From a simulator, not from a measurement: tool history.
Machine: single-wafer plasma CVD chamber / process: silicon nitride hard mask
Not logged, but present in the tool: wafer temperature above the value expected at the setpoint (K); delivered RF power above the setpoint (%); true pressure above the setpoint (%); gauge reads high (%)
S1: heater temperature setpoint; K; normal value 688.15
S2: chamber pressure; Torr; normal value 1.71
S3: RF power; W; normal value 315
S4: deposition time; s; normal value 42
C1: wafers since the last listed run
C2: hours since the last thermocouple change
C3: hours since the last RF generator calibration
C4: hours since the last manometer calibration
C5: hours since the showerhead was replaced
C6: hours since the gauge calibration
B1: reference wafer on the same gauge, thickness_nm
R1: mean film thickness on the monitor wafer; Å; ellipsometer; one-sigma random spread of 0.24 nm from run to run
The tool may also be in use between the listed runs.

| run | hour | S1 | S2 | S3 | S4 | C1 | C2 | C3 | C4 | C5 | C6 | B1 | R1 |
|---|---|---|---|---|---|---|---|---|---|---|---|---|---|
| 1 | 0 | 688.15 | 1.71 | 330 | 42 | 0 | 1090.2 | 34.2 | 1811.7 | 0.5 | 1952.2 | 49.966 | 507.25 |
| 2 | 35 | 688.15 | 1.71 | 330 | 42 | 709 | 1125.2 | 69.2 | 1846.7 | 35.5 | 1987.2 | 49.923 | 509.81 |
|  | 91.4 | capacitance manometer re-zeroed and calibrated |
| 3 | 92.6 | 688.15 | 1.71 | 315 | 42 | 1005 | 1182.8 | 126.8 | 1.2 | 93.1 | 2044.8 | 49.946 | 510.84 |
| 4 | 154.9 | 688.15 | 1.71 | 315 | 42 | 1262 | 1245.1 | 189.1 | 63.5 | 155.4 | 2107.1 | 49.899 | 508.71 |
| 5 | 198.4 | 688.15 | 1.71 | 315 | 42 | 881 | 1288.6 | 232.6 | 107 | 198.9 | 2150.6 | 49.94 | 510.21 |
| 6 | 259.8 | 683.15 | 1.45 | 315 | 37.3 | 1244 | 1350 | 294 | 168.4 | 260.3 | 2212 | 49.893 | 417.8 |
| 7 | 285.9 | 688.15 | 1.71 | 315 | 42 | 528 | 1376.1 | 320.1 | 194.5 | 286.4 | 2238.1 | 49.961 | 505.12 |
| 8 | 357.8 | 688.15 | 1.71 | 315 | 35.1 | 1456 | 1448 | 392 | 266.4 | 358.3 | 2310 | 49.891 | 422.03 |
| 9 | 412 | 688.15 | 1.53 | 335 | 48.4 | 1098 | 1502.2 | 446.2 | 320.6 | 412.5 | 2364.2 | 49.944 | 571.06 |
| 10 | 446.9 | 688.15 | 2.14 | 270 | 35.1 | 707 | 1537.1 | 481.1 | 355.5 | 447.4 | 2399.1 | 49.92 | 425.24 |
| 11 | 513.5 | 688.15 | 1.71 | 315 | 42 | 1349 | 1603.7 | 547.7 | 422.1 | 514 | 2465.7 | 49.855 | 500.74 |
|  | 571.4 | gauge calibrated |
| 12 | 577.2 | 698.15 | 1.71 | 290 | 42 | 1290 | 1667.4 | 611.4 | 485.8 | 577.7 | 5.8 | 50.026 | 475.42 |
| 13 | 730.1 | 688.15 | 1.71 | 315 | 42 | 3098 | 1820.3 | 764.3 | 638.7 | 730.6 | 158.7 | 49.797 | 502.65 |
|  | 739.2 | thermocouple changed; heater temperature recalibrated |
| 14 | 793.9 | 680.15 | 1.71 | 315 | 42 | 1130 | 54.7 | 828.1 | 702.5 | 794.4 | 222.5 | 49.831 | 508.02 |
| 15 | 862.1 | 674.15 | 1.39 | 315 | 42 | 1381 | 122.9 | 896.3 | 770.7 | 862.6 | 290.7 | 49.938 | 458.89 |
| 16 | 893.6 | 688.15 | 1.71 | 315 | 42 | 638 | 154.4 | 927.8 | 802.2 | 894.1 | 322.2 | 49.816 | 501.68 |
| 17 | 922.3 | 688.15 | 1.71 | 315 | 42 | 581 | 183.1 | 956.5 | 830.9 | 922.8 | 350.9 | 49.826 | 498.91 |
| 18 | 990.3 | 688.15 | 1.5 | 370 | 42 | 1377 | 251.1 | 1024.5 | 898.9 | 990.8 | 418.9 | 49.886 | 510.91 |
| 19 | 1026.8 | 688.15 | 1.71 | 315 | 42 | 739 | 287.6 | 1061 | 935.4 | 1027.3 | 455.4 | 49.922 | 495.44 |
| 20 | 1072.1 | 684.15 | 2.02 | 270 | 45.8 | 917 | 332.9 | 1106.3 | 980.7 | 1072.6 | 500.7 | 49.886 | 540.08 |
| 21 | 1139.9 | 688.15 | 1.71 | 375 | 49.5 | 1373 | 400.7 | 1174.1 | 1048.5 | 1140.4 | 568.5 | 49.895 | 636.78 |
| 22 | 1172.5 | 675.15 | 1.94 | 315 | 42 | 660 | 433.3 | 1206.7 | 1081.1 | 1173 | 601.1 | 49.91 | 530.88 |
| 23 | 1203 | 703.15 | 1.34 | 315 | 42 | 618 | 463.8 | 1237.2 | 1111.6 | 1203.5 | 631.6 | 49.905 | 439.78 |
| 24 | 1403.7 | 688.15 | 1.71 | 280 | 42 | 4066 | 664.5 | 1437.9 | 1312.3 | 1404.2 | 832.3 | 49.876 | 467.16 |
| 25 | 1429.6 | 674.15 | 1.84 | 275 | 36.3 | 524 | 690.4 | 1463.8 | 1338.2 | 1430.1 | 858.2 | 49.981 | 416.44 |
| 26 | 1453.8 | 688.15 | 1.43 | 315 | 42 | 490 | 714.6 | 1488 | 1362.4 | 1454.3 | 882.4 | 49.826 | 457.06 |
| 27 | 1481.4 | 679.15 | 2.09 | 315 | 34.8 | 559 | 742.2 | 1515.6 | 1390 | 1481.9 | 910 | 49.941 | 448.61 |
|  | 1572 | RF generator calibrated |
| 28 | 1643.7 | 688.15 | 1.71 | 375 | 42 | 3126 | 904.5 | 71.7 | 1552.3 | 1644.2 | 1072.3 | 49.867 | 538.72 |
| 29 | 1670.8 | 673.15 | 1.71 | 315 | 42 | 549 | 931.6 | 98.8 | 1579.4 | 1671.3 | 1099.4 | 49.879 | 499.02 |

4 options for the next run, each taken on its own from the tool as it stands now. Forecast them:
| A | 1671.2 | 675.15 | 1.71 | 315 | 42 | 8 | 932 | 99.2 | 1579.8 | 1671.7 | 1099.8 | ? | ? |
| B | 1671.2 | 688.15 | 1.96 | 270 | 42 | 8 | 932 | 99.2 | 1579.8 | 1671.7 | 1099.8 | ? | ? |
| C | 1671.2 | 688.15 | 1.71 | 295 | 42 | 8 | 932 | 99.2 | 1579.8 | 1671.7 | 1099.8 | ? | ? |
| D | 1671.2 | 688.15 | 1.71 | 355 | 47.4 | 8 | 932 | 99.2 | 1579.8 | 1671.7 | 1099.8 | ? | ? |

| run | B1 | R1 |
|---|---|---|
| A | 49.912 | 497.81 |
| B | 49.912 | 483.16 |
| C | 49.912 | 478.47 |
| D | 49.912 | 592.68 |
What these runs would have given with no unlogged condition in the tool:
| run | R1 |
|---|---|
| A | 513.62 |
| B | 497.44 |
| C | 493.67 |
| D | 611.51 |
